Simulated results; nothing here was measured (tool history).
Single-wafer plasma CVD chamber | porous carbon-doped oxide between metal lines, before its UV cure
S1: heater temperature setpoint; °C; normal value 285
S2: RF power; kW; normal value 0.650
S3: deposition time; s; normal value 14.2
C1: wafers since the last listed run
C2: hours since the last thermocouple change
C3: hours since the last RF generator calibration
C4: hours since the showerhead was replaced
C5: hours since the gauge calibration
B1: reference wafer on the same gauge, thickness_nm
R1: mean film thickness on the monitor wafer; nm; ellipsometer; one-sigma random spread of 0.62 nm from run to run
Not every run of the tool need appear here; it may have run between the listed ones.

Run 1, hour 0.0: usual settings but S3 13.6 s; C1 0; C2 1922.9; C3 1402.6; C4 2919.3; C5 3290.1; B1 122.021. Result: R1 97.845 nm.
Run 2, hour 97.4: usual settings; C1 2232; C2 2020.3; C3 1500.0; C4 3016.7; C5 3387.5; B1 122.295. Result: R1 103.255 nm.
At hour 212.6: RF generator calibrated.
Run 3, hour 331.6: usual settings; C1 5183; C2 2254.5; C3 119.0; C4 3250.9; C5 3621.7; B1 121.967. Result: R1 109.325 nm.
At hour 389.9: thermocouple changed; heater temperature recalibrated.
Run 4, hour 419.7: usual settings; C1 1835; C2 29.8; C3 207.1; C4 3339.0; C5 3709.8; B1 121.912. Result: R1 106.603 nm.
Run 5, hour 676.9: usual settings; C1 5894; C2 287.0; C3 464.3; C4 3596.2; C5 3967.0; B1 121.999. Result: R1 104.446 nm.
Run 6, hour 736.2: usual settings; C1 1358; C2 346.3; C3 523.6; C4 3655.5; C5 4026.3; B1 122.159. Result: R1 104.978 nm.
Run 7, hour 791.1: usual settings but S1 275 °C; C1 1258; C2 401.2; C3 578.5; C4 3710.4; C5 4081.2; B1 122.099. Result: R1 112.633 nm.
At hour 853.3: gauge calibrated.
Run 8, hour 864.0: usual settings but S1 275 °C; C1 1670; C2 474.1; C3 651.4; C4 3783.3; C5 10.7; B1 121.928. Result: R1 111.723 nm.
Run 9, hour 967.7: usual settings but S1 275 °C; C1 2376; C2 577.8; C3 755.1; C4 3887.0; C5 114.4; B1 121.888. Result: R1 112.893 nm.
Run 10, hour 1051.1: usual settings; C1 1911; C2 661.2; C3 838.5; C4 3970.4; C5 197.8; B1 122.122. Result: R1 105.142 nm.
Run 11, hour 1119.4: usual settings but S1 300 °C, S2 0.705 kW, S3 12.8 s; C1 1565; C2 729.5; C3 906.8; C4 4038.7; C5 266.1; B1 122.132. Result: R1 91.234 nm.
Run 12, hour 1218.5: usual settings but S3 13.1 s; C1 2270; C2 828.6; C3 1005.9; C4 4137.8; C5 365.2; B1 121.998. Result: R1 97.022 nm.
Run 13, hour 1322.3: usual settings but S2 0.570 kW, S3 16.6 s; C1 2378; C2 932.4; C3 1109.7; C4 4241.6; C5 469.0; B1 121.945. Result: R1 108.600 nm.
Run 14, hour 1391.0: usual settings but S1 270 °C, S3 13.0 s; C1 1574; C2 1001.1; C3 1178.4; C4 4310.3; C5 537.7; B1 121.897. Result: R1 105.771 nm.
Run 15, hour 1432.5: usual settings; C1 951; C2 1042.6; C3 1219.9; C4 4351.8; C5 579.2; B1 121.851. Result: R1 104.681 nm.
Run 16, hour 1518.9: usual settings but S1 271 °C, S2 0.715 kW, S3 15.4 s; C1 1979; C2 1129.0; C3 1306.3; C4 4438.2; C5 665.6; B1 121.750. Result: R1 133.973 nm.
Run 17, hour 1574.7: usual settings but S2 0.540 kW; C1 1278; C2 1184.8; C3 1362.1; C4 4494.0; C5 721.4; B1 121.867. Result: R1 88.217 nm.
Run 18, hour 1681.2: usual settings; C1 2440; C2 1291.3; C3 1468.6; C4 4600.5; C5 827.9; B1 121.893. Result: R1 104.008 nm.
Run 19, hour 1752.3: usual settings but S1 298 °C, S2 0.580 kW; C1 1629; C2 1362.4; C3 1539.7; C4 4671.6; C5 899.0; B1 122.077. Result: R1 86.158 nm.
Run 20, hour 1789.9: usual settings but S1 290 °C, S2 0.550 kW, S3 17.0 s; C1 861; C2 1400.0; C3 1577.3; C4 4709.2; C5 936.6; B1 121.565. Result: R1 102.996 nm.
At hour 1848.5: showerhead replaced.
Run 21, hour 1881.4: usual settings; C1 1913; C2 1491.5; C3 1668.8; C4 32.9; C5 1028.1; B1 121.725. Result: R1 103.609 nm.
At hour 1912.4: RF generator calibrated.
Run 22, hour 1989.2: usual settings but S1 271 °C; C1 2287; C2 1599.3; C3 76.8; C4 140.7; C5 1135.9; B1 122.058. Result: R1 118.758 nm.
Run 23, hour 2084.3: usual settings but S1 298 °C, S2 0.705 kW, S3 13.1 s; C1 2179; C2 1694.4; C3 171.9; C4 235.8; C5 1231.0; B1 122.012. Result: R1 97.548 nm.
Run 24, hour 2190.5: usual settings but S1 281 °C, S2 0.555 kW, S3 17.0 s; C1 2433; C2 1800.6; C3 278.1; C4 342.0; C5 1337.2; B1 122.018. Result: R1 116.389 nm.
Run 25, hour 2293.9: usual settings but S1 271 °C, S2 0.715 kW, S3 15.4 s; C1 2369; C2 1904.0; C3 381.5; C4 445.4; C5 1440.6; B1 121.832. Result: R1 139.682 nm.
Run 26, hour 2390.3: usual settings; C1 2209; C2 2000.4; C3 477.9; C4 541.8; C5 1537.0; B1 122.058. Result: R1 108.826 nm.
Run 27, hour 2481.0: usual settings but S1 273 °C, S2 0.690 kW, S3 16.7 s; C1 2078; C2 2091.1; C3 568.6; C4 632.5; C5 1627.7; B1 121.972. Result: R1 145.239 nm.
Run 28, hour 2563.1: usual settings; C1 1881; C2 2173.2; C3 650.7; C4 714.6; C5 1709.8; B1 121.968. Result: R1 108.137 nm.
Run 29, hour 2663.4: usual settings; C1 2298; C2 2273.5; C3 751.0; C4 814.9; C5 1810.1; B1 122.178. Result: R1 107.687 nm.
Run 30, hour 2720.3: usual settings but S1 300 °C, S2 0.705 kW, S3 12.8 s; C1 1303; C2 2330.4; C3 807.9; C4 871.8; C5 1867.0; B1 121.996. Result: R1 94.517 nm.
At hour 2741.1: thermocouple changed; heater temperature recalibrated.
Run 31, hour 2782.0: usual settings but S1 297 °C, S2 0.560 kW; C1 1230; C2 40.9; C3 869.6; C4 933.5; C5 1928.7; B1 121.565. Result: R1 84.115 nm.

Run 32 is up next; what results do you expect?
Run 32, hour 2851.8: usual settings but S1 277 °C, S3 16.4 s; C1 1599; C2 110.7; C3 939.4; C4 1003.3; C5 1998.5; B1 ?. Result: R1 ?.

Run 32 produced B1 121.782, R1 125.077 nm.
Had the tool carried no hidden state, the very same run would have given R1 128.187 nm.

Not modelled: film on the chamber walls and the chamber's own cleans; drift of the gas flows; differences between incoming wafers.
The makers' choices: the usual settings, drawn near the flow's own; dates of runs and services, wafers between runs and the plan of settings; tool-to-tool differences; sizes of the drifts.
